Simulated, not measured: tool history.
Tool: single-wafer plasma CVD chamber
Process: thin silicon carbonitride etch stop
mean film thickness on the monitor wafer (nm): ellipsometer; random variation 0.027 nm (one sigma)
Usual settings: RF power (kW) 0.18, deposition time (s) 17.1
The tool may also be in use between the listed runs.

| run | hour | RF power (kW) | deposition time (s) | read-back reference wafer on the same gauge, thickness_nm | mean film thickness on the monitor wafer (nm) |
|---|---|---|---|---|---|
| 1 | 0 | 0.2 | 16.1 | 9.572 | 9.029 |
| 2 | 74.7 | 0.2 | 16.1 | 9.569 | 9.008 |
| 3 | 109.6 | 0.18 | 17.1 | 9.58 | 9.161 |
| 4 | 140.2 | 0.18 | 17.1 | 9.569 | 9.201 |
| 5 | 164 | 0.19 | 17.1 | 9.57 | 9.323 |
| 6 | 178.6 | 0.19 | 17.1 | 9.575 | 9.327 |
| 7 | 200.5 | 0.18 | 17.1 | 9.558 | 9.141 |
| 8 | 228.4 | 0.18 | 17.1 | 9.571 | 9.116 |
|  | 250.1 | gauge calibrated |
| 9 | 259.1 | 0.18 | 17.1 | 9.569 | 9.119 |
| 10 | 285.8 | 0.18 | 18.5 | 9.565 | 9.873 |
| 11 | 304.5 | 0.18 | 18.5 | 9.579 | 9.865 |
| 12 | 320.9 | 0.16 | 18.6 | 9.576 | 9.406 |
| 13 | 340.6 | 0.145 | 19.8 | 9.577 | 9.622 |
| 14 | 355.4 | 0.19 | 14.4 | 9.566 | 7.769 |
|  | 363.9 | RF generator calibrated |
| 15 | 378.2 | 0.21 | 14.5 | 9.566 | 8.349 |
|  | 400.4 | thermocouple changed; heater temperature recalibrated |
|  | 420.8 | showerhead replaced |
| 16 | 421.3 | 0.2 | 19.4 | 9.573 | 10.981 |
| 17 | 436.1 | 0.155 | 15.3 | 9.567 | 7.821 |
| 18 | 466.9 | 0.17 | 17.1 | 9.576 | 9.033 |
| 19 | 485.5 | 0.16 | 18.3 | 9.573 | 9.473 |
| 20 | 507.7 | 0.155 | 18.2 | 9.574 | 9.287 |
| 21 | 522.1 | 0.155 | 18.2 | 9.566 | 9.3 |
| 22 | 538.7 | 0.155 | 15.3 | 9.566 | 7.855 |

The same runs without the tool's hidden state, with the same run-to-run variation:
The hidden state here: wafer temperature above the value expected at the setpoint (K); delivered RF power above the setpoint (%); gauge reads high (%).
| run | mean film thickness on the monitor wafer (nm) |
|---|---|
| 1 | 9.117 |
| 2 | 9.12 |
| 3 | 9.29 |
| 4 | 9.343 |
| 5 | 9.477 |
| 6 | 9.488 |
| 7 | 9.309 |
| 8 | 9.296 |
| 9 | 9.315 |
| 10 | 10.101 |
| 11 | 10.104 |
| 12 | 9.643 |
| 13 | 9.876 |
| 14 | 7.982 |
| 15 | 8.361 |
| 16 | 10.998 |
| 17 | 7.834 |
| 18 | 9.05 |
| 19 | 9.492 |
| 20 | 9.308 |
| 21 | 9.322 |
| 22 | 7.876 |
